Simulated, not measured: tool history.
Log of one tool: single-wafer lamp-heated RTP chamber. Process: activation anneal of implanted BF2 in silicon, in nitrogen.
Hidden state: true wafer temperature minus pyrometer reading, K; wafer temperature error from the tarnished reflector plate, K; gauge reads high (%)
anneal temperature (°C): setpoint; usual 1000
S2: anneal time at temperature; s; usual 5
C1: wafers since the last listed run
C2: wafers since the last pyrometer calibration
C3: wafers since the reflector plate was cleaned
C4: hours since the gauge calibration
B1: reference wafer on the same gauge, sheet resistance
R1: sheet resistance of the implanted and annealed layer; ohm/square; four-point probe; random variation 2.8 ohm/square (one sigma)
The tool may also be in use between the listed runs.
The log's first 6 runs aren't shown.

{"run": 7, "hour": 266.0, "anneal temperature (°C)": 1000, "S2": 5, "C1": 1348, "C2": 2638, "C3": 11066, "C4": 399.4, "B1": 472.78, "R1": 540.04}
{"hour": 277.3, "done": "reflector plate cleaned"}
{"run": 8, "hour": 439.4, "anneal temperature (°C)": 1000, "S2": 5, "C1": 3232, "C2": 5870, "C3": 3168, "C4": 572.8, "B1": 475.36, "R1": 547.84}
{"hour": 460.8, "done": "pyrometer window cleaned and pyrometer calibrated"}
{"run": 9, "hour": 482.4, "anneal temperature (°C)": 1000, "S2": 5, "C1": 684, "C2": 423, "C3": 3852, "C4": 615.8, "B1": 474.36, "R1": 556}
{"run": 10, "hour": 512.6, "anneal temperature (°C)": 1000, "S2": 5, "C1": 590, "C2": 1013, "C3": 4442, "C4": 646, "B1": 475.7, "R1": 549.04}
{"run": 11, "hour": 570.4, "anneal temperature (°C)": 1000, "S2": 5, "C1": 1129, "C2": 2142, "C3": 5572, "C4": 703.8, "B1": 474.74, "R1": 548.37}
{"run": 12, "hour": 622.4, "anneal temperature (°C)": 1000, "S2": 5, "C1": 1016, "C2": 3159, "C3": 6588, "C4": 755.8, "B1": 475.6, "R1": 543.37}
{"run": 13, "hour": 646.9, "anneal temperature (°C)": 1000, "S2": 5, "C1": 478, "C2": 3637, "C3": 7067, "C4": 780.3, "B1": 473.36, "R1": 545.43}
{"run": 14, "hour": 700.2, "anneal temperature (°C)": 1000, "S2": 5, "C1": 1041, "C2": 4679, "C3": 8109, "C4": 833.6, "B1": 474.13, "R1": 542.58}
{"hour": 730.7, "done": "pyrometer window cleaned and pyrometer calibrated"}
{"run": 15, "hour": 748.4, "anneal temperature (°C)": 1000, "S2": 5, "C1": 785, "C2": 345, "C3": 8894, "C4": 881.8, "B1": 474.86, "R1": 553.47}
{"hour": 782.6, "done": "reflector plate cleaned"}
{"hour": 783.1, "done": "gauge calibrated"}
{"run": 16, "hour": 784.0, "anneal temperature (°C)": 979, "S2": 5, "C1": 539, "C2": 885, "C3": 27, "C4": 0.9, "B1": 474.55, "R1": 593.08}
{"run": 17, "hour": 808.4, "anneal temperature (°C)": 1000, "S2": 5, "C1": 476, "C2": 1362, "C3": 504, "C4": 25.3, "B1": 472.89, "R1": 552.38}
{"run": 18, "hour": 856.9, "anneal temperature (°C)": 985, "S2": 3, "C1": 947, "C2": 2309, "C3": 1452, "C4": 73.8, "B1": 474.45, "R1": 586.11}
{"run": 19, "hour": 906.0, "anneal temperature (°C)": 1000, "S2": 5, "C1": 959, "C2": 3269, "C3": 2412, "C4": 122.9, "B1": 474.49, "R1": 541.41}
{"run": 20, "hour": 940.6, "anneal temperature (°C)": 1013, "S2": 3, "C1": 676, "C2": 3945, "C3": 3088, "C4": 157.5, "B1": 474.11, "R1": 530.7}
{"run": 21, "hour": 970.4, "anneal temperature (°C)": 975, "S2": 4, "C1": 582, "C2": 4528, "C3": 3670, "C4": 187.3, "B1": 473.75, "R1": 597.95}
{"run": 22, "hour": 997.3, "anneal temperature (°C)": 1000, "S2": 5, "C1": 525, "C2": 5053, "C3": 4196, "C4": 214.2, "B1": 474.92, "R1": 538.72}
{"run": 23, "hour": 1040.7, "anneal temperature (°C)": 1000, "S2": 5, "C1": 848, "C2": 5901, "C3": 5044, "C4": 257.6, "B1": 474.75, "R1": 540.43}
{"run": 24, "hour": 1067.2, "anneal temperature (°C)": 1018, "S2": 7, "C1": 517, "C2": 6419, "C3": 5562, "C4": 284.1, "B1": 473.26, "R1": 507.03}
{"hour": 1080.9, "done": "pyrometer window cleaned and pyrometer calibrated"}
{"run": 25, "hour": 1134.6, "anneal temperature (°C)": 981, "S2": 3, "C1": 1160, "C2": 1050, "C3": 6723, "C4": 351.5, "B1": 474.44, "R1": 598.12}
{"run": 26, "hour": 1173.3, "anneal temperature (°C)": 1011, "S2": 4, "C1": 756, "C2": 1806, "C3": 7479, "C4": 390.2, "B1": 473.65, "R1": 534.24}
{"run": 27, "hour": 1218.4, "anneal temperature (°C)": 1000, "S2": 5, "C1": 881, "C2": 2688, "C3": 8361, "C4": 435.3, "B1": 473.93, "R1": 546.69}
{"run": 28, "hour": 1274.2, "anneal temperature (°C)": 1000, "S2": 6, "C1": 1090, "C2": 3778, "C3": 9451, "C4": 491.1, "B1": 474.1, "R1": 533.17}
{"run": 29, "hour": 1301.6, "anneal temperature (°C)": 1025, "S2": 3, "C1": 535, "C2": 4314, "C3": 9987, "C4": 518.5, "B1": 474.34, "R1": 520.52}
{"hour": 1315.2, "done": "reflector plate cleaned"}
{"run": 30, "hour": 1353.7, "anneal temperature (°C)": 1000, "S2": 4, "C1": 861, "C2": 5175, "C3": 752, "C4": 570.6, "B1": 473.39, "R1": 542.41}
{"hour": 1366.6, "done": "pyrometer window cleaned and pyrometer calibrated"}
{"run": 31, "hour": 1404.9, "anneal temperature (°C)": 980, "S2": 5, "C1": 844, "C2": 747, "C3": 1596, "C4": 621.8, "B1": 473.81, "R1": 590.91}

5 ways to go on from here, each from the tool as it stands after run 31. What would each give?
{"run": "A", "hour": 1405.3, "anneal temperature (°C)": 1022, "S2": 5, "C1": 7, "C2": 755, "C3": 1604, "C4": 622.2, "B1": "?", "R1": "?"}
{"run": "B", "hour": 1405.3, "anneal temperature (°C)": 982, "S2": 5, "C1": 7, "C2": 755, "C3": 1604, "C4": 622.2, "B1": "?", "R1": "?"}
{"run": "C", "hour": 1405.3, "anneal temperature (°C)": 1023, "S2": 3, "C1": 7, "C2": 755, "C3": 1604, "C4": 622.2, "B1": "?", "R1": "?"}
{"run": "D", "hour": 1405.3, "anneal temperature (°C)": 986, "S2": 3, "C1": 7, "C2": 755, "C3": 1604, "C4": 622.2, "B1": "?", "R1": "?"}
{"run": "E", "hour": 1405.3, "anneal temperature (°C)": 1000, "S2": 3, "C1": 7, "C2": 755, "C3": 1604, "C4": 622.2, "B1": "?", "R1": "?"}

run=A B1=472.71 R1=518.64
run=B B1=472.71 R1=590.92
run=C B1=472.71 R1=530.1
run=D B1=472.71 R1=594.93
run=E B1=472.71 R1=566.9
Without the tool's hidden state the same runs would have given:
run=A R1=525.31
run=B R1=601.88
run=C R1=536.72
run=D R1=605.33
run=E R1=575.73

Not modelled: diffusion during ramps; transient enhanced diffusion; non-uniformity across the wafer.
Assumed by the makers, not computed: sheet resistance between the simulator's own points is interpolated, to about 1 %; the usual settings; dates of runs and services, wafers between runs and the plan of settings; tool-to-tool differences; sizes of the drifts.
